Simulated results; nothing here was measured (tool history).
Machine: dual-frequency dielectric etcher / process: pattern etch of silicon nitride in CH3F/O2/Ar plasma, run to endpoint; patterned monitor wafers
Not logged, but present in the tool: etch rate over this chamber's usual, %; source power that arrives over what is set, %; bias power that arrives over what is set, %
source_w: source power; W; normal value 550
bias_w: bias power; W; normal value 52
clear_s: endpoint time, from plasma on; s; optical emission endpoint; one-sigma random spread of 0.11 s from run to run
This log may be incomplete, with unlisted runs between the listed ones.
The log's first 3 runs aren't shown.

run	hour	source_w	bias_w	wafers since the last listed run	hours since the last wet clean	hours since the last source power generator calibration	hours since the last bias power generator calibration	hours since the last upper electrode change	incoming incoming film thickness, nm	clear_s
4	255.6	550	47	974	591.1	3891.0	3105.7	1548.2	25.90	36.7
# hour 276.6: source power generator calibrated
5	303.3	550	47	411	638.8	26.7	3153.4	1595.9	25.76	36.4
# hour 376.1: wet clean of the chamber
6	381.6	550	52	511	5.5	105.0	3231.7	1674.2	25.63	36.3
7	477.2	550	52	900	101.1	200.6	3327.3	1769.8	25.82	36.4
8	557.6	550	52	757	181.5	281.0	3407.7	1850.2	25.50	35.6
9	597.9	550	44	379	221.8	321.3	3448.0	1890.5	25.67	37.5
10	684.5	550	44	815	308.4	407.9	3534.6	1977.1	25.54	37.2
11	767.8	550	44	784	391.7	491.2	3617.9	2060.4	25.61	37.0
12	842.9	620	58	707	466.8	566.3	3693.0	2135.5	25.85	33.1
13	909.6	480	46	628	533.5	633.0	3759.7	2202.2	25.99	39.0
14	976.0	550	52	625	599.9	699.4	3826.1	2268.6	25.70	35.3
# hour 1022.9: wet clean of the chamber
15	1038.0	550	44	357	15.1	761.4	3888.1	2330.6	25.73	38.3
16	1133.7	630	47	901	110.8	857.1	3983.8	2426.3	25.55	35.1
17	1176.0	450	52	398	153.1	899.4	4026.1	2468.6	25.83	39.6
18	1282.7	630	59	1004	259.8	1006.1	4132.8	2575.3	25.69	32.9
19	1347.7	550	52	612	324.8	1071.1	4197.8	2640.3	25.84	35.9
20	1419.4	620	65	675	396.5	1142.8	4269.5	2712.0	25.70	32.1
# hour 1485.1: bias power generator calibrated
21	1515.2	660	52	864	492.3	1238.6	30.1	2807.8	25.65	33.6
# hour 1605.2: wet clean of the chamber
22	1605.7	610	46	626	0.5	1329.1	120.6	2898.3	25.80	36.6
23	1631.2	460	58	240	26.0	1354.6	146.1	2923.8	25.62	38.3
# hour 1686.3: upper electrode replaced
24	1712.7	630	62	541	107.5	1436.1	227.6	26.4	25.66	33.1

What will run 25 give?
25	1775.9	550	52	595	170.7	1499.3	290.8	89.6	25.68	?

{"run 25": {"clear_s": 36.5}}
Take away the tool's hidden state, keep the run-to-run variation as it was, and the same run would have given clear_s 36.8 s.
